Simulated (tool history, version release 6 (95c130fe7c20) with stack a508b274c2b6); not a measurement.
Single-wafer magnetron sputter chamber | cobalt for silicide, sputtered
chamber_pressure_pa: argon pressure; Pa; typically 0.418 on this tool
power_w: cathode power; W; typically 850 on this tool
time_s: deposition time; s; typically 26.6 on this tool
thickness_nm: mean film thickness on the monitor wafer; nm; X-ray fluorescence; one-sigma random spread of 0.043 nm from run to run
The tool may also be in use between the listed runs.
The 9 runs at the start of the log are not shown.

run	day	chamber_pressure_pa	power_w	time_s	read-back reference wafer on the same gauge, thickness_nm	thickness_nm
10	17.488	0.418	850	26.6	11.675	9.868
# day 18.792: sputter target and shields replaced
11	20.062	0.418	850	26.6	11.684	10.273
# day 20.862: capacitance manometer re-zeroed and calibrated
12	21.383	0.418	850	30.5	11.700	11.989
13	23.700	0.418	850	30.5	11.688	11.881
14	25.033	0.418	850	30.5	11.701	11.894
15	26.975	0.418	850	26.6	11.680	10.339
16	29.604	0.418	850	26.6	11.718	10.110
# day 32.183: sputter target and shields replaced
# day 33.371: gauge calibrated
17	34.112	0.418	850	26.6	11.706	10.464
# day 36.829: magnet pack replaced
18	37.000	0.418	850	26.6	11.697	10.484
19	39.575	0.489	750	25.1	11.693	8.372
20	42.188	0.418	850	26.6	11.690	10.104
21	43.975	0.418	1000	22.2	11.702	9.874
22	45.075	0.479	1050	28.0	11.694	12.703
# day 45.712: sputter target and shields replaced
23	47.825	0.561	1000	21.5	11.707	9.307
24	50.692	0.489	950	22.6	11.696	9.493
25	53.671	0.418	1050	26.6	11.714	12.580
26	54.717	0.418	850	26.6	11.687	10.202
27	56.412	0.297	850	26.6	11.692	10.572
28	58.417	0.418	850	26.6	11.708	9.941
# day 60.604: sputter target and shields replaced
29	60.746	0.418	850	21.8	11.675	8.430
# day 62.212: capacitance manometer re-zeroed and calibrated
30	62.729	0.273	1050	26.6	11.713	13.583
31	64.925	0.295	850	26.6	11.706	10.841
32	67.233	0.418	700	31.6	11.699	10.176
33	69.400	0.363	850	26.6	11.696	10.503

Predict each of these 5 candidate next runs independently; none follows another, all start after run 33:
A	69.417	0.418	850	23.6	?	?
B	69.417	0.418	700	26.6	?	?
C	69.417	0.567	1000	24.7	?	?
D	69.417	0.371	650	25.2	?	?
E	69.417	0.479	1000	21.5	?	?

run	read-back reference wafer on the same gauge, thickness_nm	thickness_nm
A	11.703	9.095
B	11.703	8.442
C	11.703	10.605
D	11.703	7.557
E	11.703	9.531
With the hidden condition removed and each run's random variation left untouched, the same runs would have given:
run	thickness_nm
A	9.335
B	8.665
C	10.884
D	7.757
E	9.783
